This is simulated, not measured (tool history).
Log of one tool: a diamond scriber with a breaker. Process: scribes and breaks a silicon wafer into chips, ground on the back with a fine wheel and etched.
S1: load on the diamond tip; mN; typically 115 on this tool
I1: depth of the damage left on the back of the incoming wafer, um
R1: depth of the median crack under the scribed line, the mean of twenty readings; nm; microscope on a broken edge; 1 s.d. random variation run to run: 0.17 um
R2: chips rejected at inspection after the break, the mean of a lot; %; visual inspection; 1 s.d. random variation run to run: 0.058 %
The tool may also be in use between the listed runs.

run	hour	S1	I1	R1	R2
1	0	135	0.58	10010	1.86
2	83.1	115	0.79	9230	3.77
# hour 120.3: diamond tip replaced by a new one
3	146.9	115	0.32	10590	1.85
4	203.1	115	0.75	9860	2.02
5	266.5	115	0.58	9680	2.57
6	307	115	0.31	9490	2.75
# hour 357.8: load on the tip recalibrated
7	363.9	115	0.4	9440	3.18
8	426.8	115	0.33	9280	3.33

Run 9 has not been measured yet. What should we expect?
9	463.5	115	0.73	?	?

R1: 9350 nm
R2: 3.68 %
The same run, on a tool lacking any hidden state, would have yielded R1 10650 nm, R2 1.84 %.
